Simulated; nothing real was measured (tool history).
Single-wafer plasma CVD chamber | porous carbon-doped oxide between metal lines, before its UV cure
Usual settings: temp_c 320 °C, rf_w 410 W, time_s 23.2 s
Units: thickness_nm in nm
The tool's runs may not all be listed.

run   hour  temp_c  rf_w  time_s  wafers since the last listed run  hours since the last thermocouple change  hours since the last RF generator calibration  hours since the showerhead was replaced  hours since the gauge calibration  read-back reference wafer on the same gauge, thickness_nm  thickness_nm
  1      0     320   410    23.2                                 0                                    1373.1                                         1096.1                                   2852.2                              155.7                                                     82.996        93.954
  2   33.8     320   425    26.6                               921                                    1406.9                                         1129.9                                     2886                              189.5                                                     83.032       109.806
  3   58.7     329   410    25.7                               678                                    1431.8                                         1154.8                                   2910.9                              214.4                                                         83        99.906
  4   80.3     329   410    25.7                               588                                    1453.4                                         1176.4                                   2932.5                                236                                                         83        99.656
  5  110.7     329   410    25.7                               828                                    1483.8                                         1206.8                                   2962.9                              266.4                                                     83.004        99.699
     124.3  -- showerhead replaced
  6  140.8     320   380    23.2                               602                                    1513.9                                         1236.9                                     16.5                              296.5                                                     82.944         88.36
  7    162     320   450    23.2                               577                                    1535.1                                         1258.1                                     37.7                              317.7                                                      83.03       100.147
     185.7  -- RF generator calibrated
  8  186.2     320   380    19.1                               441                                    1559.3                                            0.5                                     61.9                              341.9                                                     82.971        77.046
     210.4  -- thermocouple changed; heater temperature recalibrated
  9  210.9     320   410    25.7                               455                                       0.5                                           25.2                                     86.6                              366.6                                                     82.928       111.025
     225.9  -- gauge calibrated
 10  300.1     334   470    19.1                              2431                                      89.7                                          114.4                                    175.8                               74.2                                                     83.025        86.258
 11  325.7     313   350    27.8                               697                                     115.3                                            140                                    201.4                               99.8                                                     83.019       109.656
 12  361.1     320   380    23.2                               964                                     150.7                                          175.4                                    236.8                              135.2                                                     83.024        94.359
 13  374.8     307   340    23.2                               373                                     164.4                                          189.1                                    250.5                              148.9                                                     83.029        92.158
 14  395.6     327   335      21                               566                                     185.2                                          209.9                                    271.3                              169.7                                                     83.021        75.714

Forecast each of these 5 alternatives for the next run:
  A   396     313   410    23.2                                10                                     185.6                                          210.3                                    271.7                              170.1                                                          ?             ?
  B   396     320   410    27.2                                10                                     185.6                                          210.3                                    271.7                              170.1                                                          ?             ?
  C   396     320   410    25.8                                10                                     185.6                                          210.3                                    271.7                              170.1                                                          ?             ?
  D   396     330   475    26.6                                10                                     185.6                                          210.3                                    271.7                              170.1                                                          ?             ?
  E   396     306   410    18.8                                10                                     185.6                                          210.3                                    271.7                              170.1                                                          ?             ?

run  read-back reference wafer on the same gauge, thickness_nm  thickness_nm
  A                                                     83.003       102.552
  B                                                     83.003       115.904
  C                                                     83.003       110.124
  D                                                     83.003       120.438
  E                                                     83.003         86.47
Without the tool's hidden state the same runs would have given:
run  thickness_nm
  A       104.187
  B       117.712
  C       111.842
  D       122.151
  E        87.881
